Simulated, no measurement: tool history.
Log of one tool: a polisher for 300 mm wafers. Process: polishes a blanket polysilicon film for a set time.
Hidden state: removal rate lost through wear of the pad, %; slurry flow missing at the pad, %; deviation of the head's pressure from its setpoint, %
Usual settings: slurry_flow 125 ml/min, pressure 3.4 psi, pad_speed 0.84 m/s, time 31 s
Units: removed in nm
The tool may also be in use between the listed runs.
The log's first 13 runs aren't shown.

run	day	slurry_flow	pressure	pad_speed	time	wafers since the last listed run	wafers polished on this pad	hours since the slurry nozzle was cleaned	hours since the head pressure was calibrated	incoming thickness of the incoming film, nm	removed
14	7.146	125	3.4	1.06	31	183	189	578.8	1015.6	1280	299.3
15	7.404	125	3.4	1.06	31	83	273	585	1021.8	1267.4	302.6
16	7.729	100	3	0.84	31	105	378	592.8	1029.6	1269.1	213.2
17	8.325	125	3.4	0.84	31	193	571	607.1	1043.9	1280.6	229.7
18	8.854	105	3.8	0.94	27	171	743	619.8	1056.6	1289.3	234.4
# day 9.283: head pressure recalibrated
# day 9.692: worn pad replaced by a new one
19	9.712	125	3.4	0.84	31	197	6	640.4	10.3	1295.4	242
20	10.058	125	3.4	0.84	37	112	118	648.7	18.6	1285.3	284
21	10.583	125	3.4	0.84	31	170	289	661.3	31.2	1280.7	236.9
# day 10.954: slurry nozzle cleaned
22	11.108	125	3.4	0.84	31	156	445	3.7	43.8	1275.3	232.2
23	11.654	165	2.4	0.96	36	176	622	16.8	56.9	1287.7	255.4
24	11.983	125	3.4	1.06	31	106	729	24.7	64.8	1272.4	292.6
25	12.65	125	3.4	0.84	25	216	945	40.7	80.8	1289.1	185
# day 12.854: worn pad replaced by a new one
26	13.025	125	3.4	0.84	31	67	55	49.7	89.8	1280.4	236.1
27	13.517	110	3.4	0.84	31	159	215	61.5	101.6	1297	227.9
28	13.875	125	3.4	0.7	31	116	331	70.1	110.2	1267.4	197.9
29	14.133	140	3.4	0.84	31	83	415	76.3	116.4	1261.5	238.3
30	14.425	165	2.2	0.7	28	94	509	83.3	123.4	1307.4	140.8
31	14.888	160	3.4	0.58	31	149	659	94.4	134.5	1278.8	166.3

4 ways to go on from here, each from the tool as it stands after run 31. What would each give?
A	14.904	125	3.4	0.84	31	5	664	94.8	134.9	1280	?
B	14.904	90	3.4	0.96	27	5	664	94.8	134.9	1280	?
C	14.904	125	3.4	0.68	31	5	664	94.8	134.9	1280	?
D	14.904	125	2.3	0.84	31	5	664	94.8	134.9	1280	?

run	removed
A	229.4
B	218.8
C	185.7
D	180.2
Without the tool's hidden state the same runs would have given:
run	removed
A	238.7
B	227.7
C	193.2
D	187.5

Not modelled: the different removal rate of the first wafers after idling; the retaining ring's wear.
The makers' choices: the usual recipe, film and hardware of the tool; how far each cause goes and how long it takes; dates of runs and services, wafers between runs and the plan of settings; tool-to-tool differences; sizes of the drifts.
